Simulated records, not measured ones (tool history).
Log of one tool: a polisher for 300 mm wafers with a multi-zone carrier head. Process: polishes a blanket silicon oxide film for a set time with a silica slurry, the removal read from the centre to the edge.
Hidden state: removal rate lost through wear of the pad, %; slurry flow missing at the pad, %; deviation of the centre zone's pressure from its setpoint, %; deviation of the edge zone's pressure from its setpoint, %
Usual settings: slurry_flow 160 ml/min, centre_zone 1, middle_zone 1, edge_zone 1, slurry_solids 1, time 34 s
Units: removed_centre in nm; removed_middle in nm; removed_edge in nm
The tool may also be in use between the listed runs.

| run | hour | slurry_flow | centre_zone | middle_zone | edge_zone | slurry_solids | time | wafers since the last listed run | wafers polished on this pad | hours since the slurry nozzle was cleaned | hours since the centre zone pressure was calibrated | hours since the edge zone pressure was calibrated | hours since the carrier head's membrane was replaced | incoming thickness of the incoming film, nm | removed_centre | removed_middle | removed_edge |
|---|---|---|---|---|---|---|---|---|---|---|---|---|---|---|---|---|---|
| 1 | 0 | 160 | 1 | 0.96 | 1 | 1 | 38 | 0 | 1654 | 624.5 | 693.7 | 825.2 | 893 | 1729.8 | 110.3 | 106 | 112.3 |
| 2 | 47.5 | 160 | 1 | 1 | 1 | 1.25 | 34 | 326 | 1981 | 672 | 741.2 | 872.7 | 940.5 | 1699.2 | 105.7 | 104.6 | 108.3 |
|  | 68.3 | slurry nozzle cleaned |
|  | 77.5 | worn pad replaced by a new one |
| 3 | 99.8 | 160 | 1 | 1 | 1 | 1 | 34 | 325 | 153 | 31.5 | 793.5 | 925 | 992.8 | 1708.7 | 108.2 | 106.5 | 107 |
| 4 | 161.6 | 160 | 1 | 1 | 1 | 1 | 34 | 425 | 578 | 93.3 | 855.3 | 986.8 | 1054.6 | 1711 | 109.9 | 107 | 107.6 |
| 5 | 195.3 | 160 | 1 | 1 | 1 | 1 | 34 | 231 | 810 | 127 | 889 | 1020.5 | 1088.3 | 1692.5 | 109.9 | 106.2 | 107.6 |
|  | 201.5 | centre zone pressure recalibrated |
| 6 | 251.4 | 160 | 1 | 0.94 | 1 | 1 | 34 | 372 | 1183 | 183.1 | 49.9 | 1076.6 | 1144.4 | 1698.2 | 108.6 | 100.7 | 107.2 |
| 7 | 308 | 160 | 1 | 1 | 1 | 1.25 | 34 | 389 | 1572 | 239.7 | 106.5 | 1133.2 | 1201 | 1690.6 | 118.8 | 116.2 | 116.7 |
|  | 317.6 | carrier head's membrane replaced by a new one |
| 8 | 354.7 | 160 | 1.12 | 1 | 1.05 | 0.8 | 24 | 287 | 1859 | 286.4 | 153.2 | 1179.9 | 37.1 | 1672.5 | 76.5 | 68 | 70 |
|  | 367.7 | worn pad replaced by a new one |
| 9 | 394.8 | 110 | 0.88 | 1 | 1 | 1 | 34 | 248 | 186 | 326.5 | 193.3 | 1220 | 77.2 | 1697.9 | 85.5 | 96.5 | 99.6 |
|  | 436.2 | edge zone pressure recalibrated |
| 10 | 439.2 | 135 | 1 | 1 | 0.95 | 1 | 34 | 291 | 478 | 370.9 | 237.7 | 3 | 121.6 | 1700.5 | 104.3 | 101 | 101.7 |
| 11 | 466.8 | 160 | 1 | 0.96 | 1 | 1 | 38 | 189 | 668 | 398.5 | 265.3 | 30.6 | 149.2 | 1698.4 | 118.1 | 112.4 | 120 |
| 12 | 500.6 | 160 | 1 | 1 | 1 | 1 | 34 | 232 | 901 | 432.3 | 299.1 | 64.4 | 183 | 1704.1 | 102.7 | 103.1 | 105.1 |
| 13 | 557.4 | 145 | 1.11 | 0.95 | 1.11 | 1 | 34 | 391 | 1292 | 489.1 | 355.9 | 121.2 | 239.8 | 1711.9 | 112.7 | 96.7 | 107.2 |
|  | 677.8 | worn pad replaced by a new one |
| 14 | 687.5 | 105 | 1 | 1 | 1.05 | 0.9 | 34 | 868 | 66 | 619.2 | 486 | 251.3 | 369.9 | 1727.3 | 80.5 | 83.3 | 90.6 |
|  | 754 | slurry nozzle cleaned |
| 15 | 758 | 160 | 1 | 1 | 1 | 1 | 34 | 478 | 545 | 4 | 556.5 | 321.8 | 440.4 | 1675.6 | 110.3 | 104.8 | 106.8 |
| 16 | 828.1 | 160 | 1 | 0.89 | 1 | 1 | 34 | 482 | 1027 | 74.1 | 626.6 | 391.9 | 510.5 | 1682.4 | 106.2 | 97.3 | 106.7 |
| 17 | 884.6 | 110 | 0.88 | 1 | 1 | 1 | 34 | 388 | 1416 | 130.6 | 683.1 | 448.4 | 567 | 1734.8 | 86.6 | 96.8 | 100.9 |
| 18 | 918.4 | 195 | 0.93 | 1.03 | 1 | 1 | 34 | 232 | 1649 | 164.4 | 716.9 | 482.2 | 600.8 | 1699 | 104.5 | 111 | 109.9 |
| 19 | 953.9 | 145 | 1.04 | 0.94 | 1.04 | 1 | 34 | 244 | 1893 | 199.9 | 752.4 | 517.7 | 636.3 | 1690 | 107.1 | 98 | 106.4 |
|  | 1001.4 | worn pad replaced by a new one |
| 20 | 1012.9 | 160 | 1 | 1 | 1 | 1 | 41 | 378 | 79 | 258.9 | 811.4 | 576.7 | 695.3 | 1717.5 | 130 | 126.1 | 128.7 |
| 21 | 1066.1 | 160 | 1 | 1 | 1 | 1 | 34 | 366 | 445 | 312.1 | 864.6 | 629.9 | 748.5 | 1676.6 | 108 | 104.1 | 105 |

How the hidden state differs across the entries between the runs, from the last listed run before each to the first after it:
Between runs 2 and 3: slurry nozzle cleaned (hour 68.3); worn pad replaced by a new one (hour 77.5)
  slurry flow missing at the pad, %: 39.7 -> 0.085
  measured less the result without the state, removed_centre: -13.9 -> +0 nm; removed_middle: -11.8 -> +0 nm; removed_edge: -8.5 -> -0.1 nm
Between runs 5 and 6: centre zone pressure recalibrated (hour 201.5)
  slurry flow missing at the pad, %: 1.37 -> 2.84
  measured less the result without the state, removed_centre: -0.3 -> -0.6 nm; removed_middle: -0.3 -> -0.5 nm; removed_edge: -0.2 -> -0.4 nm
Between runs 7 and 8: carrier head's membrane replaced by a new one (hour 317.6)
  slurry flow missing at the pad, %: 4.87 -> 6.95
  measured less the result without the state, removed_centre: -1.1 -> -1.1 nm; removed_middle: -1.1 -> -0.9 nm; removed_edge: -0.8 -> -0.7 nm
Between runs 8 and 9: worn pad replaced by a new one (hour 367.7)
  slurry flow missing at the pad, %: 6.95 -> 9.04
  measured less the result without the state, removed_centre: -1.1 -> -2.3 nm; removed_middle: -0.9 -> -2.3 nm; removed_edge: -0.7 -> -1.6 nm
Between runs 9 and 10: edge zone pressure recalibrated (hour 436.2)
  slurry flow missing at the pad, %: 9.04 -> 11.7
  measured less the result without the state, removed_centre: -2.3 -> -3.1 nm; removed_middle: -2.3 -> -2.7 nm; removed_edge: -1.6 -> -1.8 nm
Between runs 13 and 14: worn pad replaced by a new one (hour 677.8)
  slurry flow missing at the pad, %: 20.3 -> 32.5
  measured less the result without the state, removed_centre: -6.2 -> -11.7 nm; removed_middle: -4.6 -> -10.2 nm; removed_edge: -3.6 -> -7.2 nm
Between runs 14 and 15: slurry nozzle cleaned (hour 754)
  slurry flow missing at the pad, %: 32.5 -> 5.8
  measured less the result without the state, removed_centre: -11.7 -> -1.3 nm; removed_middle: -10.2 -> -1.1 nm; removed_edge: -7.2 -> -0.8 nm
Between runs 19 and 20: worn pad replaced by a new one (hour 1001.4)
  slurry flow missing at the pad, %: 9.19 -> 11.5
  measured less the result without the state, removed_centre: -2.3 -> -3.2 nm; removed_middle: -1.9 -> -2.8 nm; removed_edge: -1.5 -> -2.1 nm
